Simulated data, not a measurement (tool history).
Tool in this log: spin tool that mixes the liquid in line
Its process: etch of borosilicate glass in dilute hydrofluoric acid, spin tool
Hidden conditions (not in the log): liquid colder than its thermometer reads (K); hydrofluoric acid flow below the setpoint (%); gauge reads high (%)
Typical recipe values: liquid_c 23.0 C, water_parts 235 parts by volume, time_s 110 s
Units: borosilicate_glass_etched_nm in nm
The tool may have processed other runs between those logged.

run,day,liquid_c,water_parts,time_s,wafers since the last listed run,hours since the thermometer was replaced,hours since the hydrofluoric acid flow meter was replaced,hours since the gauge calibration,"read-back film thickness of the borosilicate glass reference wafer, read on the same gauge (nm)",borosilicate_glass_etched_nm
1,0.000,21.0,235,110,0,177.1,1099.3,282.2,99.99,8.35
2,0.733,21.0,235,110,119,194.7,1116.9,299.8,100.04,8.42
3,1.742,23.0,235,110,164,218.9,1141.1,324.0,100.03,9.14
# day 2.108: gauge calibrated
4,2.962,20.5,235,110,198,248.2,1170.4,20.5,99.97,8.29
5,3.954,20.5,235,110,161,272.0,1194.2,44.3,100.01,8.28
6,5.083,23.0,235,110,183,299.1,1221.3,71.4,99.99,9.11
7,6.371,23.0,235,110,209,330.0,1252.2,102.3,99.97,8.99
8,7.683,23.0,235,135,213,361.5,1283.7,133.8,100.01,11.06
9,8.883,27.0,235,110,195,390.3,1312.5,162.6,99.99,10.48
10,10.317,27.0,235,110,233,424.7,1346.9,197.0,99.96,10.32
11,11.412,19.0,235,110,178,451.0,1373.2,223.3,99.99,7.80
12,12.371,19.0,235,110,155,474.0,1396.2,246.3,99.98,7.69
13,13.088,23.0,160,110,116,491.2,1413.4,263.5,99.95,14.32
14,13.746,23.0,160,110,107,507.0,1429.2,279.3,99.98,14.29
15,14.829,23.0,260,110,176,533.0,1455.2,305.3,99.97,8.03
16,15.767,23.0,260,110,152,555.5,1477.7,327.8,100.03,7.88
17,16.525,23.0,235,135,123,573.7,1495.9,346.0,100.02,11.06
18,17.812,24.5,235,110,209,604.6,1526.8,376.9,99.96,9.62
# day 17.862: gauge calibrated
# day 18.333: hydrofluoric acid flow meter replaced
19,18.792,21.5,160,110,152,628.1,11.0,22.3,99.96,13.67
20,19.871,18.0,140,135,175,654.0,36.9,48.2,100.00,16.73
21,20.500,18.0,350,50,102,669.1,52.0,63.3,100.00,2.08
# day 20.938: thermometer replaced
22,21.058,20.0,275,110,84,2.9,65.4,76.7,99.97,6.58
23,22.112,24.5,180,165,171,28.2,90.7,102.0,99.97,19.81

What does the tool deliver on the next run?
24,22.808,28.0,235,110,113,44.9,107.4,118.7,?,?

For run 24 the tool returned read-back film thickness of the borosilicate glass reference wafer, read on the same gauge (nm) 100.00, borosilicate_glass_etched_nm 10.86 nm.
Without the tool's hidden state the same run would have given borosilicate_glass_etched_nm 10.86 nm.
